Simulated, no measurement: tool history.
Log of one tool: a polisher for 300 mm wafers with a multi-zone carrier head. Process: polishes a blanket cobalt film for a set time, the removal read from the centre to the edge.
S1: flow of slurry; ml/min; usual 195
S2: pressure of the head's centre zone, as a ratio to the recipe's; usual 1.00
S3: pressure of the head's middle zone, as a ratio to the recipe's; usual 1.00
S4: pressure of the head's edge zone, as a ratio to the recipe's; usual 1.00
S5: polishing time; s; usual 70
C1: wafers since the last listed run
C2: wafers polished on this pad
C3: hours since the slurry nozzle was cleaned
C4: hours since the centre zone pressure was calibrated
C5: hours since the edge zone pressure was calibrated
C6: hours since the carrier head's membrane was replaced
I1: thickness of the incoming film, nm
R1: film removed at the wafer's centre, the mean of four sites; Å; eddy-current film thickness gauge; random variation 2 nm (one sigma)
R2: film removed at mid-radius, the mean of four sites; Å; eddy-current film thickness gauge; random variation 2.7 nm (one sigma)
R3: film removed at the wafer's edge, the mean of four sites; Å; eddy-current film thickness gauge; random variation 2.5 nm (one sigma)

run	day	S1	S2	S3	S4	S5	C1	C2	C3	C4	C5	C6	I1	R1	R2	R3
1	0.000	195	0.96	1.00	0.88	87	0	4817	895.8	278.7	515.1	851.9	1439.5	2297	2434	2321
# day 0.675: worn pad replaced by a new one
# day 1.692: slurry nozzle cleaned
2	2.088	195	0.94	1.00	1.10	70	307	224	9.5	328.8	565.2	902.0	1444.2	1931	2041	2161
3	5.846	160	1.09	1.00	1.00	70	614	838	99.7	419.0	655.4	992.2	1440.8	2008	1953	1969
4	8.088	195	1.00	1.00	0.97	49	366	1204	153.5	472.8	709.2	1046.0	1442.1	1360	1449	1363
5	11.438	195	1.00	1.00	1.00	70	547	1751	233.9	553.2	789.6	1126.4	1436.8	1958	2083	2004
6	13.171	195	1.00	1.00	1.00	70	283	2035	275.5	594.8	831.2	1168.0	1423.7	1998	2031	2028
7	16.875	135	0.89	0.93	0.94	70	605	2640	364.4	683.7	920.1	1256.9	1422.2	1659	1718	1848
# day 18.596: carrier head's membrane replaced by a new one
# day 19.158: centre zone pressure recalibrated
# day 19.542: edge zone pressure recalibrated
8	19.562	220	0.94	1.09	0.91	70	377	3018	428.9	9.7	0.5	23.2	1437.2	1986	2164	1976
9	23.642	215	0.93	0.91	0.93	70	666	3684	526.8	107.6	98.4	121.1	1420.2	1916	1869	1968
10	25.400	195	1.08	1.00	1.00	70	287	3971	569.0	149.8	140.6	163.3	1426.6	2036	1979	1989
11	29.308	195	0.97	1.06	1.00	70	638	4610	662.8	243.6	234.4	257.1	1444.5	1865	2064	1977
# day 31.721: worn pad replaced by a new one
12	32.367	195	1.00	1.00	1.00	55	472	105	736.2	317.0	307.8	330.5	1450.7	1511	1554	1566
# day 39.533: slurry nozzle cleaned
13	41.096	195	0.89	0.89	1.11	47	1419	1525	37.5	526.5	517.3	540.0	1442.4	1256	1248	1399
14	43.600	195	0.94	0.90	1.00	70	409	1934	97.6	586.6	577.4	600.1	1444.3	1920	1847	2088
# day 47.450: centre zone pressure recalibrated
15	51.633	195	0.92	1.04	1.00	70	1298	3233	290.4	100.4	770.2	792.9	1418.6	1923	2105	2028
16	55.425	195	1.00	1.00	1.00	70	619	3852	381.4	191.4	861.2	883.9	1419.4	1963	2033	2012
17	59.125	260	1.00	1.00	1.00	70	604	4457	470.2	280.2	950.0	972.7	1441.9	2042	2099	2065
18	62.700	195	1.00	1.00	1.00	90	584	5041	556.0	366.0	1035.8	1058.5	1444.6	2486	2525	2585
# day 64.292: worn pad replaced by a new one
19	65.721	195	1.00	1.00	1.00	70	466	233	628.5	438.5	1108.3	1131.0	1430.8	1918	1991	1971
# day 65.912: edge zone pressure recalibrated
20	68.104	195	1.00	1.00	1.00	70	375	609	685.7	495.7	52.6	1188.2	1451.7	1907	2036	1940
21	72.275	240	1.06	1.00	1.11	70	681	1290	785.8	595.8	152.7	1288.3	1437.3	2044	2029	2127

Forecast each of these 5 alternatives for the next run:
A	72.292	195	1.00	1.00	1.00	70	2	1293	786.2	596.2	153.1	1288.7	1458.6	?	?	?
B	72.292	150	1.04	1.00	1.07	70	2	1293	786.2	596.2	153.1	1288.7	1458.6	?	?	?
C	72.292	130	1.00	1.00	1.00	70	2	1293	786.2	596.2	153.1	1288.7	1458.6	?	?	?
D	72.292	195	1.00	1.00	1.10	70	2	1293	786.2	596.2	153.1	1288.7	1458.6	?	?	?
E	72.292	265	0.89	1.00	1.05	70	2	1293	786.2	596.2	153.1	1288.7	1458.6	?	?	?

run	R1	R2	R3
A	1897	1948	1941
B	1796	1821	1904
C	1666	1738	1795
D	1897	1947	2019
E	1899	2062	2063
Without the tool's hidden state the same runs would have given:
run	R1	R2	R3
A	2091	2054	2018
B	2021	1953	2000
C	1901	1887	1899
D	2091	2054	2099
E	2059	2142	2124
